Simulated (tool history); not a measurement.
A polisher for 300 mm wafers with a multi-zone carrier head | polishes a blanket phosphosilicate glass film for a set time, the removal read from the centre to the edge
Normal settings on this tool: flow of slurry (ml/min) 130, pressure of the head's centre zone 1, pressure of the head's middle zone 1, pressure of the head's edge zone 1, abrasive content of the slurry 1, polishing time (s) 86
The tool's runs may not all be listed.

run	hour	flow of slurry (ml/min)	pressure of the head's centre zone	pressure of the head's middle zone	pressure of the head's edge zone	abrasive content of the slurry	polishing time (s)	wafers since the last listed run	wafers polished on this pad	hours since the slurry nozzle was cleaned	hours since the centre zone pressure was calibrated	hours since the edge zone pressure was calibrated	hours since the carrier head's membrane was replaced	incoming thickness of the incoming film, nm	film removed at the wafer's centre (angstrom)	film removed at mid-radius (angstrom)	film removed at the wafer's edge (angstrom)
1	0	130	1	1	1	1	86	0	3272	96.9	1211.3	153.7	700.9	3063.7	6285	6143	6273
# hour 19.1: centre zone pressure recalibrated
# hour 29.5: carrier head's membrane replaced by a new one
2	37.9	130	1	1	1	1	86	249	3521	134.8	18.8	191.6	8.4	3090.3	6352	6119	6272
# hour 81.9: worn pad replaced by a new one
3	112.2	130	1	1	1	1	86	567	244	209.1	93.1	265.9	82.7	3065.8	6246	6085	6344
4	216.5	130	1	0.97	1	1	86	841	1086	313.4	197.4	370.2	187	3095.9	6164	5888	6104
5	307.1	130	1	1	1	1	64	731	1817	404	288	460.8	277.6	3105.4	4582	4495	4590
6	389.5	155	1	0.9	1	1.2	86	665	2482	486.4	370.4	543.2	360	3142.7	6984	6213	6759
# hour 425.4: slurry nozzle cleaned
7	441.2	95	0.9	0.93	1	1	112	409	2892	15.8	422.1	594.9	411.7	3074.2	7019	7157	7962
8	534.7	130	1	1	1	1	75	754	3646	109.3	515.6	688.4	505.2	3085.7	5433	5339	5504
9	599.2	130	1	1	1	0.9	86	520	4167	173.8	580.1	752.9	569.7	3125.8	5876	5748	5994
# hour 668.7: worn pad replaced by a new one
10	677.2	130	1	1	1	1	86	597	68	251.8	658.1	830.9	647.7	3093.1	6191	6106	6371
11	743.5	130	1	1	1	1	86	535	604	318.1	724.4	897.2	714	3080.1	6214	5980	6187
# hour 786.4: carrier head's membrane replaced by a new one
# hour 913.6: slurry nozzle cleaned
12	992.6	130	1	0.94	0.89	1	86	1962	2566	79	973.5	1146.3	206.2	3157.4	6349	5795	5916
13	1078.8	130	1	0.95	1	1	60	695	3261	165.2	1059.7	1232.5	292.4	3068.5	4339	4112	4393
# hour 1112.4: edge zone pressure recalibrated
14	1178.4	140	1	1.05	1	1	98	787	4049	264.8	1159.3	66	392	3102.8	7243	7306	7156
# hour 1198.1: worn pad replaced by a new one
# hour 1260.4: centre zone pressure recalibrated
15	1260.9	130	1	1	1	1	86	617	490	347.3	0.5	148.5	474.5	3092.1	6193	5932	6262
16	1317.1	130	1.1	1	0.93	1	86	453	944	403.5	56.7	204.7	530.7	3096.5	6839	6027	6120
17	1414.2	130	1	1	0.89	1	86	783	1727	500.6	153.8	301.8	627.8	3040.7	6157	6011	5801
18	1452.6	155	1	1.09	1	1	86	309	2037	539	192.2	340.2	666.2	3103.4	6410	6655	6302
# hour 1461.1: slurry nozzle cleaned
19	1523.5	130	1.07	1	1	0.9	86	564	2602	62.4	263.1	411.1	737.1	3131.1	6368	5804	5839
# hour 1549.3: carrier head's membrane replaced by a new one
20	1599	130	1	0.92	1	1	86	569	3171	137.9	338.6	486.6	49.7	3084.8	6234	5699	6323
21	1729.9	130	1	1	1	1	86	1056	4227	268.8	469.5	617.5	180.6	3055.3	6141	6072	6305

Branching from run 21: 4 alternative next runs. What would each branch give?
A	1730.4	130	1.04	1	1	1	86	4	4231	269.3	470	618	181.1	3085	?	?	?
B	1730.4	115	1	1	0.94	0.85	67	4	4231	269.3	470	618	181.1	3085	?	?	?
C	1730.4	165	0.89	1	1	1	86	4	4231	269.3	470	618	181.1	3085	?	?	?
D	1730.4	130	1	1	1	0.8	97	4	4231	269.3	470	618	181.1	3085	?	?	?

run	film removed at the wafer's centre (angstrom)	film removed at mid-radius (angstrom)	film removed at the wafer's edge (angstrom)
A	6430	6000	6308
B	4254	4149	4277
C	5806	6301	6525
D	6131	5954	6258
What these runs would have given with no unlogged condition in the tool:
run	film removed at the wafer's centre (angstrom)	film removed at mid-radius (angstrom)	film removed at the wafer's edge (angstrom)
A	6672	6198	6452
B	4434	4301	4383
C	5982	6470	6649
D	6363	6150	6401
